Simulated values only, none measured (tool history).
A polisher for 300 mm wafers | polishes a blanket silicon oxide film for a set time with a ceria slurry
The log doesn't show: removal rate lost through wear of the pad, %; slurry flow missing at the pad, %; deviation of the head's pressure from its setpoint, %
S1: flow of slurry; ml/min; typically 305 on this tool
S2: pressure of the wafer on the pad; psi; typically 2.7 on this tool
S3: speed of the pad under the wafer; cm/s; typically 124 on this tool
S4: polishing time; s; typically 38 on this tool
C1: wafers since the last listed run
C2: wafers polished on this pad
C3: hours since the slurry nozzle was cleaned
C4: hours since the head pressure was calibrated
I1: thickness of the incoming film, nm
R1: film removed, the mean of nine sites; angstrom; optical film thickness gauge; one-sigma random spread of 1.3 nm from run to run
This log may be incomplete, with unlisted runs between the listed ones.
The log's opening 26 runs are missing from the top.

| run | hour | S1 | S2 | S3 | S4 | C1 | C2 | C3 | C4 | I1 | R1 |
|---|---|---|---|---|---|---|---|---|---|---|---|
| 27 | 398.5 | 385 | 2.7 | 124 | 38 | 172 | 1159 | 151.3 | 208.8 | 1354 | 1872 |
|  | 414 | worn pad replaced by a new one |
| 28 | 416 | 305 | 2.7 | 124 | 38 | 167 | 24 | 168.8 | 226.3 | 1367 | 1909 |
| 29 | 424.7 | 245 | 2.9 | 144 | 38 | 108 | 132 | 177.5 | 235 | 1356.9 | 2302 |
| 30 | 438 | 305 | 2.4 | 112 | 38 | 165 | 297 | 190.8 | 248.3 | 1356.2 | 1503 |
| 31 | 445.8 | 305 | 2.7 | 124 | 38 | 96 | 394 | 198.6 | 256.1 | 1362.2 | 1881 |
| 32 | 459.3 | 380 | 3 | 124 | 51 | 167 | 562 | 212.1 | 269.6 | 1370.4 | 2820 |
| 33 | 476.3 | 225 | 3.3 | 124 | 38 | 211 | 773 | 229.1 | 286.6 | 1345.6 | 2207 |
| 34 | 484.4 | 235 | 2.1 | 158 | 45 | 100 | 874 | 237.2 | 294.7 | 1343.1 | 2111 |
| 35 | 492.1 | 305 | 2.7 | 124 | 38 | 95 | 970 | 244.9 | 302.4 | 1366.5 | 1841 |
| 36 | 500.9 | 345 | 2.1 | 164 | 29 | 109 | 1079 | 253.7 | 311.2 | 1358.9 | 1454 |

What if the next run were any one of these 5? Each begins from the tool's condition after run 36:
| A | 501.3 | 305 | 2.7 | 124 | 38 | 4 | 1084 | 254.1 | 311.6 | 1361.7 | ? |
| B | 501.3 | 305 | 2.2 | 152 | 38 | 4 | 1084 | 254.1 | 311.6 | 1361.7 | ? |
| C | 501.3 | 215 | 2.1 | 124 | 31 | 4 | 1084 | 254.1 | 311.6 | 1361.7 | ? |
| D | 501.3 | 305 | 1.9 | 124 | 32 | 4 | 1084 | 254.1 | 311.6 | 1361.7 | ? |
| E | 501.3 | 305 | 2.7 | 136 | 28 | 4 | 1084 | 254.1 | 311.6 | 1361.7 | ? |

| run | R1 |
|---|---|
| A | 1810 |
| B | 1808 |
| C | 1109 |
| D | 1073 |
| E | 1463 |
Had the tool no hidden state, the same runs would have come out as:
| run | R1 |
|---|---|
| A | 1867 |
| B | 1865 |
| C | 1143 |
| D | 1106 |
| E | 1509 |

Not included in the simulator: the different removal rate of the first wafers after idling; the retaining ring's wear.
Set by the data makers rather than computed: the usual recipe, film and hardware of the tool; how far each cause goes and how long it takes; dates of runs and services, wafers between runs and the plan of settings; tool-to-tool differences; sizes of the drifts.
